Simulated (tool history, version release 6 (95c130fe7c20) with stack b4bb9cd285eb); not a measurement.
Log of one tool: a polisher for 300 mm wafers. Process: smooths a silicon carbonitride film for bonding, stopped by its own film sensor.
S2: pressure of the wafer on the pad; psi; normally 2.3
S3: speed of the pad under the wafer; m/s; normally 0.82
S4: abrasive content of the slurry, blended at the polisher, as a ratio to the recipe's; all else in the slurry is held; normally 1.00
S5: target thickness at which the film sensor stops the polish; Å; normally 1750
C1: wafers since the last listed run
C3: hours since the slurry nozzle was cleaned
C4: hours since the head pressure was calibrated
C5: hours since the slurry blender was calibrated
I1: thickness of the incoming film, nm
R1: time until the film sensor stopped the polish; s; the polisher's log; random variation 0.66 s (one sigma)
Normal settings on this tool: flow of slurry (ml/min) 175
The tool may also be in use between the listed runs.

{"run": 1, "day": 0.0, "flow of slurry (ml/min)": 175, "S2": 2.3, "S3": 0.82, "S4": 1.0, "S5": 1750, "C1": 0, "wafers polished on this pad": 317, "C3": 354.9, "C4": 227.4, "C5": 155.9, "I1": 198.5, "R1": 68.6}
{"run": 2, "day": 1.596, "flow of slurry (ml/min)": 175, "S2": 2.3, "S3": 0.82, "S4": 1.0, "S5": 1750, "C1": 396, "wafers polished on this pad": 714, "C3": 393.2, "C4": 265.7, "C5": 194.2, "I1": 199.3, "R1": 71.8}
{"run": 3, "day": 3.338, "flow of slurry (ml/min)": 175, "S2": 2.3, "S3": 0.82, "S4": 1.0, "S5": 1750, "C1": 433, "wafers polished on this pad": 1148, "C3": 435.0, "C4": 307.5, "C5": 236.0, "I1": 201.8, "R1": 78.3}
{"day": 4.292, "done": "slurry nozzle cleaned"}
{"run": 4, "day": 5.242, "flow of slurry (ml/min)": 175, "S2": 2.3, "S3": 0.82, "S4": 1.0, "S5": 1750, "C1": 463, "wafers polished on this pad": 1611, "C3": 22.8, "C4": 353.2, "C5": 281.7, "I1": 198.8, "R1": 71.2}
{"run": 5, "day": 6.842, "flow of slurry (ml/min)": 175, "S2": 2.3, "S3": 0.82, "S4": 1.0, "S5": 1750, "C1": 398, "wafers polished on this pad": 2009, "C3": 61.2, "C4": 391.6, "C5": 320.1, "I1": 197.6, "R1": 65.8}
{"run": 6, "day": 8.012, "flow of slurry (ml/min)": 175, "S2": 2.3, "S3": 0.82, "S4": 1.0, "S5": 1750, "C1": 291, "wafers polished on this pad": 2300, "C3": 89.3, "C4": 419.7, "C5": 348.2, "I1": 203.0, "R1": 81.5}
{"run": 7, "day": 10.688, "flow of slurry (ml/min)": 175, "S2": 2.3, "S3": 0.98, "S4": 1.0, "S5": 1750, "C1": 665, "wafers polished on this pad": 2966, "C3": 153.5, "C4": 483.9, "C5": 412.4, "I1": 201.8, "R1": 68.7}
{"run": 8, "day": 12.929, "flow of slurry (ml/min)": 175, "S2": 2.3, "S3": 1.02, "S4": 1.0, "S5": 1750, "C1": 557, "wafers polished on this pad": 3523, "C3": 207.3, "C4": 537.7, "C5": 466.2, "I1": 202.8, "R1": 68.0}
{"day": 13.958, "done": "slurry blender recalibrated"}
{"run": 9, "day": 14.525, "flow of slurry (ml/min)": 175, "S2": 2.3, "S3": 0.82, "S4": 1.0, "S5": 1750, "C1": 376, "wafers polished on this pad": 3899, "C3": 245.6, "C4": 576.0, "C5": 13.6, "I1": 200.3, "R1": 74.7}
{"day": 16.279, "done": "worn pad replaced by a new one"}
{"run": 10, "day": 17.071, "flow of slurry (ml/min)": 175, "S2": 2.3, "S3": 0.82, "S4": 1.0, "S5": 1750, "C1": 591, "wafers polished on this pad": 197, "C3": 306.7, "C4": 637.1, "C5": 74.7, "I1": 201.1, "R1": 77.1}
{"run": 11, "day": 18.392, "flow of slurry (ml/min)": 230, "S2": 2.3, "S3": 0.56, "S4": 0.75, "S5": 1750, "C1": 328, "wafers polished on this pad": 525, "C3": 338.4, "C4": 668.8, "C5": 106.4, "I1": 203.1, "R1": 118.7}
{"run": 12, "day": 20.954, "flow of slurry (ml/min)": 155, "S2": 2.7, "S3": 1.06, "S4": 0.8, "S5": 1750, "C1": 637, "wafers polished on this pad": 1163, "C3": 399.9, "C4": 730.3, "C5": 167.9, "I1": 201.0, "R1": 59.3}
{"run": 13, "day": 22.579, "flow of slurry (ml/min)": 175, "S2": 2.3, "S3": 0.68, "S4": 1.0, "S5": 1830, "C1": 404, "wafers polished on this pad": 1567, "C3": 438.9, "C4": 769.3, "C5": 206.9, "I1": 201.0, "R1": 61.4}
{"day": 22.871, "done": "slurry nozzle cleaned"}
{"run": 14, "day": 24.529, "flow of slurry (ml/min)": 175, "S2": 2.3, "S3": 0.82, "S4": 1.0, "S5": 1750, "C1": 474, "wafers polished on this pad": 2042, "C3": 39.8, "C4": 816.1, "C5": 253.7, "I1": 197.2, "R1": 65.9}
{"run": 15, "day": 26.412, "flow of slurry (ml/min)": 175, "S2": 2.3, "S3": 0.82, "S4": 1.1, "S5": 1720, "C1": 468, "wafers polished on this pad": 2510, "C3": 85.0, "C4": 861.3, "C5": 298.9, "I1": 199.6, "R1": 77.9}
{"run": 16, "day": 28.446, "flow of slurry (ml/min)": 175, "S2": 2.6, "S3": 0.94, "S4": 1.15, "S5": 1750, "C1": 505, "wafers polished on this pad": 3016, "C3": 133.8, "C4": 910.1, "C5": 347.7, "I1": 201.6, "R1": 59.0}
{"run": 17, "day": 30.212, "flow of slurry (ml/min)": 175, "S2": 2.3, "S3": 1.06, "S4": 1.0, "S5": 1750, "C1": 439, "wafers polished on this pad": 3455, "C3": 176.2, "C4": 952.5, "C5": 390.1, "I1": 200.8, "R1": 62.0}
{"day": 31.062, "done": "slurry blender recalibrated"}
{"run": 18, "day": 32.779, "flow of slurry (ml/min)": 175, "S2": 2.9, "S3": 0.82, "S4": 1.25, "S5": 1750, "C1": 617, "wafers polished on this pad": 4073, "C3": 237.8, "C4": 1014.1, "C5": 41.2, "I1": 199.4, "R1": 53.6}
{"day": 33.158, "done": "worn pad replaced by a new one"}
{"run": 19, "day": 34.654, "flow of slurry (ml/min)": 190, "S2": 2.3, "S3": 0.82, "S4": 1.0, "S5": 1710, "C1": 424, "wafers polished on this pad": 371, "C3": 282.8, "C4": 1059.1, "C5": 86.2, "I1": 201.2, "R1": 87.4}
{"run": 20, "day": 35.854, "flow of slurry (ml/min)": 175, "S2": 2.3, "S3": 0.9, "S4": 1.2, "S5": 1720, "C1": 298, "wafers polished on this pad": 670, "C3": 311.6, "C4": 1087.9, "C5": 115.0, "I1": 199.1, "R1": 67.7}
{"day": 36.608, "done": "head pressure recalibrated"}
{"run": 21, "day": 36.925, "flow of slurry (ml/min)": 175, "S2": 2.3, "S3": 0.82, "S4": 1.0, "S5": 1750, "C1": 245, "wafers polished on this pad": 915, "C3": 337.3, "C4": 7.6, "C5": 140.7, "I1": 200.8, "R1": 74.1}
{"day": 43.5, "done": "slurry nozzle cleaned"}
{"run": 22, "day": 44.062, "flow of slurry (ml/min)": 175, "S2": 2.3, "S3": 0.82, "S4": 1.1, "S5": 1750, "C1": 1765, "wafers polished on this pad": 2681, "C3": 13.5, "C4": 178.9, "C5": 312.0, "I1": 199.9, "R1": 70.3}
{"run": 23, "day": 46.096, "flow of slurry (ml/min)": 175, "S2": 2.3, "S3": 0.82, "S4": 1.0, "S5": 1750, "C1": 505, "wafers polished on this pad": 3186, "C3": 62.3, "C4": 227.7, "C5": 360.8, "I1": 196.8, "R1": 65.2}
{"run": 24, "day": 47.871, "flow of slurry (ml/min)": 150, "S2": 2.3, "S3": 0.82, "S4": 1.0, "S5": 1660, "C1": 441, "wafers polished on this pad": 3628, "C3": 104.9, "C4": 270.3, "C5": 403.4, "I1": 195.7, "R1": 89.5}
{"day": 50.183, "done": "slurry blender recalibrated"}
{"run": 25, "day": 50.3, "flow of slurry (ml/min)": 175, "S2": 1.7, "S3": 0.82, "S4": 1.0, "S5": 1680, "C1": 583, "wafers polished on this pad": 4211, "C3": 163.2, "C4": 328.6, "C5": 2.8, "I1": 200.9, "R1": 128.2}
{"run": 26, "day": 51.817, "flow of slurry (ml/min)": 195, "S2": 2.9, "S3": 0.82, "S4": 1.1, "S5": 1820, "C1": 377, "wafers polished on this pad": 4589, "C3": 199.6, "C4": 365.0, "C5": 39.2, "I1": 197.4, "R1": 34.7}
{"day": 53.292, "done": "worn pad replaced by a new one"}
{"run": 27, "day": 54.517, "flow of slurry (ml/min)": 205, "S2": 2.6, "S3": 0.98, "S4": 1.0, "S5": 1820, "C1": 630, "wafers polished on this pad": 304, "C3": 264.4, "C4": 429.8, "C5": 104.0, "I1": 199.6, "R1": 38.7}
{"run": 28, "day": 56.967, "flow of slurry (ml/min)": 205, "S2": 2.6, "S3": 0.98, "S4": 1.0, "S5": 1820, "C1": 609, "wafers polished on this pad": 914, "C3": 323.2, "C4": 488.6, "C5": 162.8, "I1": 195.5, "R1": 30.0}
{"run": 29, "day": 58.629, "flow of slurry (ml/min)": 175, "S2": 2.3, "S3": 0.82, "S4": 1.0, "S5": 1750, "C1": 413, "wafers polished on this pad": 1327, "C3": 363.1, "C4": 528.5, "C5": 202.7, "I1": 200.7, "R1": 74.5}
{"run": 30, "day": 60.429, "flow of slurry (ml/min)": 175, "S2": 2.3, "S3": 0.82, "S4": 1.0, "S5": 1750, "C1": 447, "wafers polished on this pad": 1775, "C3": 406.3, "C4": 571.7, "C5": 245.9, "I1": 199.2, "R1": 71.1}
{"run": 31, "day": 63.017, "flow of slurry (ml/min)": 125, "S2": 2.9, "S3": 0.82, "S4": 0.8, "S5": 1750, "C1": 643, "wafers polished on this pad": 2419, "C3": 468.4, "C4": 633.8, "C5": 308.0, "I1": 197.4, "R1": 61.4}

Across each entry between runs, compare the hidden state at the last listed run before it with the hidden state at the first listed run after it:
In the gap between runs 3 and 4: slurry nozzle cleaned (day 4.292)
  no difference in the tool's unlogged condition between these two runs
In the gap between runs 8 and 9: slurry blender recalibrated (day 13.958)
  no difference in the tool's unlogged condition between these two runs
In the gap between runs 9 and 10: worn pad replaced by a new one (day 16.279)
  no difference in the tool's unlogged condition between these two runs
In the gap between runs 13 and 14: slurry nozzle cleaned (day 22.871)
  no difference in the tool's unlogged condition between these two runs
In the gap between runs 17 and 18: slurry blender recalibrated (day 31.062)
  no difference in the tool's unlogged condition between these two runs
In the gap between runs 18 and 19: worn pad replaced by a new one (day 33.158)
  no difference in the tool's unlogged condition between these two runs
In the gap between runs 20 and 21: head pressure recalibrated (day 36.608)
  no difference in the tool's unlogged condition between these two runs
In the gap between runs 21 and 22: slurry nozzle cleaned (day 43.500)
  no difference in the tool's unlogged condition between these two runs
In the gap between runs 24 and 25: slurry blender recalibrated (day 50.183)
  no difference in the tool's unlogged condition between these two runs
In the gap between runs 26 and 27: worn pad replaced by a new one (day 53.292)
  no difference in the tool's unlogged condition between these two runs
